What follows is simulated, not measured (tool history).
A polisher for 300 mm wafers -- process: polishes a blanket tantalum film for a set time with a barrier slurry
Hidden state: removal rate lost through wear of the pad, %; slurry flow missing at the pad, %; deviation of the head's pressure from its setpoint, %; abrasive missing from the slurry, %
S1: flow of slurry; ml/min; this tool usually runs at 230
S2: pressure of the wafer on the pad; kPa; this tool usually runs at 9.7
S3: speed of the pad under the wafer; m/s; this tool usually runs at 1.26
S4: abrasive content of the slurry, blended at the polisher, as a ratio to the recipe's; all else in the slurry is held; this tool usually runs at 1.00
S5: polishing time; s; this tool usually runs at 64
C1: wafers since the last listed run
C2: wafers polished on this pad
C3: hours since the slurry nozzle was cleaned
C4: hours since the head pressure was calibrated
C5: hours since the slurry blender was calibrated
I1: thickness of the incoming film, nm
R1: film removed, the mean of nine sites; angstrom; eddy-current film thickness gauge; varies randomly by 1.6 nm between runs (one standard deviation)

| run | day | S1 | S2 | S3 | S4 | S5 | C1 | C2 | C3 | C4 | C5 | I1 | R1 |
|---|---|---|---|---|---|---|---|---|---|---|---|---|---|
| 1 | 0.000 | 230 | 9.7 | 1.26 | 0.85 | 64 | 0 | 2170 | 17.7 | 166.0 | 108.3 | 430.8 | 882 |
|  | 0.475 | worn pad replaced by a new one |
| 2 | 2.129 | 230 | 9.7 | 1.26 | 0.85 | 64 | 494 | 417 | 68.8 | 217.1 | 159.4 | 428.9 | 838 |
| 3 | 3.692 | 230 | 9.7 | 1.26 | 1.10 | 56 | 394 | 811 | 106.3 | 254.6 | 196.9 | 432.7 | 845 |
|  | 4.725 | slurry blender recalibrated |
| 4 | 6.679 | 230 | 9.7 | 1.26 | 1.10 | 56 | 732 | 1543 | 178.0 | 326.3 | 46.9 | 427.8 | 880 |
|  | 8.292 | slurry nozzle cleaned |
| 5 | 8.638 | 230 | 9.7 | 1.26 | 1.10 | 56 | 483 | 2026 | 8.3 | 373.3 | 93.9 | 427.1 | 865 |
|  | 9.854 | worn pad replaced by a new one |
| 6 | 10.888 | 275 | 9.7 | 1.50 | 1.00 | 64 | 525 | 260 | 62.3 | 427.3 | 147.9 | 425.6 | 1099 |
|  | 12.492 | slurry blender recalibrated |
| 7 | 13.050 | 275 | 9.7 | 1.50 | 1.00 | 64 | 524 | 784 | 114.2 | 479.2 | 13.4 | 433.3 | 1269 |
| 8 | 15.467 | 170 | 9.7 | 1.26 | 1.00 | 64 | 609 | 1394 | 172.2 | 537.2 | 71.4 | 425.6 | 931 |
|  | 16.138 | slurry nozzle cleaned |
|  | 17.150 | worn pad replaced by a new one |
| 9 | 17.883 | 230 | 9.7 | 1.26 | 1.00 | 64 | 556 | 184 | 41.9 | 595.2 | 129.4 | 422.5 | 982 |
| 10 | 19.046 | 230 | 9.7 | 0.94 | 1.00 | 64 | 293 | 477 | 69.8 | 623.1 | 157.3 | 430.9 | 708 |
|  | 20.100 | slurry blender recalibrated |
| 11 | 20.425 | 230 | 9.7 | 1.26 | 1.00 | 64 | 326 | 804 | 102.9 | 656.2 | 7.8 | 429.6 | 1061 |
| 12 | 23.308 | 230 | 9.7 | 1.26 | 1.00 | 64 | 727 | 1531 | 172.1 | 725.4 | 77.0 | 425.6 | 991 |
|  | 23.654 | head pressure recalibrated |
| 13 | 24.817 | 170 | 9.7 | 1.50 | 1.25 | 64 | 359 | 1890 | 208.3 | 27.9 | 113.2 | 424.2 | 1242 |
|  | 25.258 | slurry nozzle cleaned |
|  | 25.454 | worn pad replaced by a new one |
| 14 | 27.550 | 230 | 9.7 | 1.26 | 0.80 | 64 | 636 | 528 | 55.0 | 93.5 | 178.8 | 433.9 | 841 |
|  | 28.492 | slurry blender recalibrated |
| 15 | 29.217 | 230 | 8.3 | 0.98 | 0.80 | 48 | 399 | 928 | 95.0 | 133.5 | 17.4 | 428.9 | 475 |
| 16 | 31.904 | 155 | 9.7 | 1.38 | 1.20 | 64 | 677 | 1605 | 159.5 | 198.0 | 81.9 | 429.3 | 1080 |
|  | 33.296 | worn pad replaced by a new one |
|  | 33.896 | slurry nozzle cleaned |
| 17 | 34.175 | 150 | 6.2 | 1.26 | 1.00 | 64 | 520 | 211 | 6.7 | 252.5 | 136.4 | 431.7 | 571 |
|  | 35.842 | slurry blender recalibrated |
| 18 | 36.192 | 230 | 9.7 | 0.94 | 1.00 | 64 | 487 | 698 | 55.1 | 300.9 | 8.4 | 436.4 | 802 |
| 19 | 38.279 | 155 | 9.7 | 1.38 | 1.20 | 64 | 526 | 1225 | 105.2 | 351.0 | 58.5 | 423.3 | 1097 |
|  | 40.433 | worn pad replaced by a new one |
| 20 | 41.058 | 230 | 11.0 | 1.26 | 0.90 | 64 | 658 | 157 | 171.9 | 417.7 | 125.2 | 434.5 | 1043 |

Alternative continuations, all from the tool just after run 20; predict every row:
| A | 41.079 | 230 | 9.7 | 1.26 | 1.00 | 64 | 5 | 162 | 172.4 | 418.2 | 125.7 | 426.6 | ? |
| B | 41.079 | 230 | 9.7 | 0.86 | 1.00 | 50 | 5 | 162 | 172.4 | 418.2 | 125.7 | 426.6 | ? |
| C | 41.079 | 300 | 11.7 | 1.26 | 1.00 | 64 | 5 | 162 | 172.4 | 418.2 | 125.7 | 426.6 | ? |
| D | 41.079 | 205 | 7.6 | 1.48 | 1.00 | 76 | 5 | 162 | 172.4 | 418.2 | 125.7 | 426.6 | ? |

| run | R1 |
|---|---|
| A | 939 |
| B | 501 |
| C | 1174 |
| D | 1013 |
With the hidden condition removed and each run's random variation left untouched, the same runs would have given:
| run | R1 |
|---|---|
| A | 1057 |
| B | 564 |
| C | 1322 |
| D | 1141 |
